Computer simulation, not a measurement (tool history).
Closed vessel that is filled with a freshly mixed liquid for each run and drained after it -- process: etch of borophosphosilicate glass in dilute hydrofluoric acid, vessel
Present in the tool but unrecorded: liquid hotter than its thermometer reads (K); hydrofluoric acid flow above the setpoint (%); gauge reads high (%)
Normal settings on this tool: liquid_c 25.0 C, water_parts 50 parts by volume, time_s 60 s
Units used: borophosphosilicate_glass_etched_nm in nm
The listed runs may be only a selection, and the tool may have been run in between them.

run	hour	liquid_c	water_parts	time_s	wafers since the last listed run	hours since the thermometer was replaced	hours since the hydrofluoric acid flow meter was replaced	hours since the gauge calibration	read-back film thickness of the borophosphosilicate glass reference wafer, read on the same gauge (nm)	borophosphosilicate_glass_etched_nm
1	0.0	25.0	50	60	0	556.1	666.6	648.2	70.00	76.09
2	76.2	25.0	50	60	6072	632.3	742.8	724.4	69.99	76.35
3	119.9	25.0	50	40	3482	676.0	786.5	768.1	70.00	50.95
4	169.7	25.0	50	40	3968	725.8	836.3	817.9	70.01	51.18
5	224.2	25.0	50	40	4342	780.3	890.8	872.4	69.98	51.18
6	289.0	28.0	40	60	5163	845.1	955.6	937.2	70.00	109.76
7	349.5	28.0	40	60	4821	905.6	1016.1	997.7	70.00	109.54
8	396.9	25.0	50	60	3777	953.0	1063.5	1045.1	70.02	76.77
# hour 409.6: thermometer replaced
9	504.1	25.0	50	60	8462	94.5	1170.7	1152.3	70.00	75.34
10	582.7	25.0	50	60	6263	173.1	1249.3	1230.9	70.02	75.82
11	661.5	25.0	50	60	6279	251.9	1328.1	1309.7	70.01	76.11
# hour 839.3: gauge calibrated
12	856.0	25.0	50	60	15498	446.4	1522.6	16.7	70.00	75.86
13	912.2	25.0	50	60	4478	502.6	1578.8	72.9	70.00	76.16
14	969.8	25.0	45	60	4589	560.2	1636.4	130.5	69.99	85.23
15	1006.8	28.0	50	85	2948	597.2	1673.4	167.5	70.01	121.57
16	1096.5	25.0	50	60	7147	686.9	1763.1	257.2	69.99	76.51
# hour 1098.1: hydrofluoric acid flow meter replaced
17	1159.5	25.0	70	40	4940	749.9	61.4	320.2	70.00	35.33
# hour 1212.1: thermometer replaced
18	1234.1	25.0	50	70	5864	22.0	136.0	394.8	70.01	87.48
19	1306.8	25.0	45	60	5793	94.7	208.7	467.5	70.00	84.73
20	1396.9	25.0	50	60	7179	184.8	298.8	557.6	70.02	75.73
21	1479.8	29.0	25	95	6605	267.7	381.7	640.5	70.00	291.92
22	1563.2	25.0	50	60	6645	351.1	465.1	723.9	70.02	75.85
23	1601.7	25.0	50	60	3067	389.6	503.6	762.4	70.01	75.95
24	1689.0	28.0	25	75	6956	476.9	590.9	849.7	70.01	221.74
25	1744.5	25.0	40	40	4422	532.4	646.4	905.2	70.01	64.05
26	1848.7	25.0	50	90	8303	636.6	750.6	1009.4	69.99	113.64
27	1946.3	25.0	50	60	7777	734.2	848.2	1107.0	70.00	76.20
28	2021.7	22.0	50	60	6008	809.6	923.6	1182.4	70.00	67.68
# hour 2107.9: thermometer replaced
29	2120.9	25.0	50	95	7825	13.0	1022.8	1281.6	70.00	120.07
30	2215.4	21.0	35	75	7530	107.5	1117.3	1376.1	70.00	117.68
31	2273.9	21.5	25	60	4661	166.0	1175.8	1434.6	70.00	135.12

Take each entry between the runs: how does the hidden state at the last listed run before it differ from the hidden state at the first listed run after it?
In the gap between runs 8 and 9: thermometer replaced (hour 409.6)
  liquid hotter than its thermometer reads (K): 0.454 -> 0.0622
  measured minus no-state result, borophosphosilicate_glass_etched_nm: +1.39 -> +0.19 nm
In the gap between runs 11 and 12: gauge calibrated (hour 839.3)
  liquid hotter than its thermometer reads (K): 0.133 -> 0.221
  measured minus no-state result, borophosphosilicate_glass_etched_nm: +0.40 -> +0.68 nm
In the gap between runs 16 and 17: hydrofluoric acid flow meter replaced (hour 1098.1)
  liquid hotter than its thermometer reads (K): 0.33 -> 0.359
  measured minus no-state result, borophosphosilicate_glass_etched_nm: +1.02 -> +0.51 nm
In the gap between runs 17 and 18: thermometer replaced (hour 1212.1)
  liquid hotter than its thermometer reads (K): 0.359 -> 0.0148
  measured minus no-state result, borophosphosilicate_glass_etched_nm: +0.51 -> +0.04 nm
In the gap between runs 28 and 29: thermometer replaced (hour 2107.9)
  liquid hotter than its thermometer reads (K): 0.371 -> 0.0712
  measured minus no-state result, borophosphosilicate_glass_etched_nm: +1.04 -> +0.35 nm
